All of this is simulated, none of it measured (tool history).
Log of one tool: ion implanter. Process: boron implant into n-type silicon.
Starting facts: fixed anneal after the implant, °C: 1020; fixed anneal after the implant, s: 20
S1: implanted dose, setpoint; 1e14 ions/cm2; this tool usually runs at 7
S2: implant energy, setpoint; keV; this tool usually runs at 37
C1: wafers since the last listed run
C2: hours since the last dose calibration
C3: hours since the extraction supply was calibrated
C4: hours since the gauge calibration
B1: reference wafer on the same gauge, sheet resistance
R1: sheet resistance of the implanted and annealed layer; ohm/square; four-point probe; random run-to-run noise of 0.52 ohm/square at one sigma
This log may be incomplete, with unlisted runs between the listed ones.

run     day    S1    S2    C1      C2      C3     C4      B1      R1
  1       0     7  40.5     0   910.6  3183.9  181.4  153.02  152.07
  2   1.238  6.18    37   630   940.3  3213.6  211.1  153.17  168.99
  3   2.279  6.18    37   531   965.3  3238.6  236.1  153.33  168.86
  4   3.367  6.18    37   554   991.4  3264.7  262.2  153.53   170.7
  5   4.208     7    37   429  1011.6  3284.9  282.4  153.58  153.26
  6   5.583     7    37   701  1044.6  3317.9  315.4  153.77  154.11
  7   6.417     7    37   424  1064.6  3337.9  335.4  154.07  152.62
  8   7.217     7  39.5   407  1083.8  3357.1  354.6  154.02  152.84
  9   7.992     7  39.5   395  1102.4  3375.7  373.2  154.07  153.68
 10   8.767     7    37   395    1121  3394.3  391.8  154.23  154.69
 11   9.662  6.17    44   456  1142.5  3415.8  413.3  154.46  168.49
 12  10.754  6.17    44   556  1168.7    3442  439.5  154.51  169.29
 13  11.621  6.17    44   441  1189.5  3462.8  460.3  154.75   168.6
     12.671  -- gauge calibrated
 14      13     7  39.5   703  1222.6  3495.9    7.9  151.99  150.89
 15      14  6.04    30   509  1246.6  3519.9   31.9  152.33  175.28
 16  14.617  6.38    47   314  1261.4  3534.7   46.7  152.25  160.05
 17  15.242     7    37   318  1276.4  3549.7   61.7  152.43  151.96
 18  16.404     7    37   592  1304.3  3577.6   89.6  152.68  151.98
     19.696  -- Faraday cup replaced and dose calibrated
 19  19.717  5.08    49  1519     0.5  3657.1  169.1  153.13  192.72
 20  22.525  5.49    28  1431    67.9  3724.5  236.5  153.41  192.73
     22.917  -- extraction supply calibrated
 21  24.004     7    47   584   103.4    26.1    272  153.79   151.3
 22  24.754  8.07  43.5   382   121.4    44.1    290   153.8  135.06
 23  25.667     7    41   465   143.3      66  311.9  153.97  152.43
 24  26.958  7.74  28.5   658   174.3      97  342.9  154.12  144.07
 25  27.554     7    47   303   188.6   111.3  357.2  154.22  150.69
 26  28.342     7    37   401   207.5   130.2  376.1  154.37  154.05
 27  29.008  8.91    33   339   223.5   146.2  392.1   154.5  128.11

Hidden state or all else? Some run-to-run changes of R1, split into what the settings, what came in and random variation would give without the hidden state, and what is left for the hidden state (with any gauge scatter that isn't in both results):
The tool's hidden condition here consists of: deviation of the true dose from the Faraday cup's reading, %; deviation of the true energy from its setpoint, %; gauge reads high (%).
Run 13 -> 14: S1 6.17 -> 7, S2 44 -> 39.5, gauge calibrated. R1 -17.71 ohm/square: hidden state -2.86, all else -14.85.
Run 18 -> 19: S1 7 -> 5.08, S2 37 -> 49, Faraday cup replaced and dose calibrated. R1 +40.74 ohm/square: hidden state +0.77, all else +39.97.
Run 20 -> 21: S1 5.49 -> 7, S2 28 -> 47, extraction supply calibrated. R1 -41.43 ohm/square: hidden state -0.19, all else -41.24.
